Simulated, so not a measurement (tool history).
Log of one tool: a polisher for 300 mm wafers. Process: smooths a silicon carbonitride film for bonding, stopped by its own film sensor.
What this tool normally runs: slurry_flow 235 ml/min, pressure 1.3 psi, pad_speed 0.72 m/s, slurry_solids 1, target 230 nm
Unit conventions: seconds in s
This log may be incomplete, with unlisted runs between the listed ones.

run,day,slurry_flow,pressure,pad_speed,slurry_solids,target,"incoming thickness of the incoming film, nm",seconds
1,0,235,1.3,0.72,1,230,242,105.2
2,0.308,235,1.3,0.72,1,230,238.1,70.3
3,0.738,235,1.3,0.72,1,230,243.2,118.8
4,1.296,235,1.3,0.72,1,230,241.9,107.3
5,1.617,235,1.3,0.72,1,230,238.9,81.8
6,2,235,1.6,0.72,1,229,239.9,80.6
# day 2.246: worn pad replaced by a new one
7,2.479,235,1.6,0.72,1,229,239.2,73.2
8,3.029,235,1.6,0.72,1,229,235.9,47.8
9,3.362,235,1.3,0.72,1,230,240.9,94.4
10,3.779,235,1.3,0.72,1,230,244.7,127.8
11,4.467,235,1.3,0.72,1,229,239.8,96.7
# day 4.862: slurry blender recalibrated
12,5.146,255,1.3,0.46,1.2,230,241.4,113.9
# day 5.529: slurry nozzle cleaned
# day 5.738: worn pad replaced by a new one
13,6.379,235,1.6,0.72,1,229,243.1,103.8
14,7.096,235,1.3,0.72,1.3,230,239.7,75.4
15,7.646,235,1.5,0.72,1,232,234.9,22.6
16,7.971,235,0.9,0.72,1.2,230,242,141.1
17,8.271,270,1.3,0.72,1.25,230,240,81.9
# day 8.554: head pressure recalibrated
# day 9.117: worn pad replaced by a new one
18,9.508,235,1.3,0.72,1,230,237.9,66.9
19,9.846,235,1.3,0.5,1,230,239.3,93
20,10.454,165,1.5,0.82,1.2,230,240.2,71.4

Expected results for the next run?
21,11.092,235,1.7,0.72,1.1,228,239.9,?

{"run 21": {"seconds": 78.7}}
Without the tool's hidden state the same run would have given seconds 77 s.
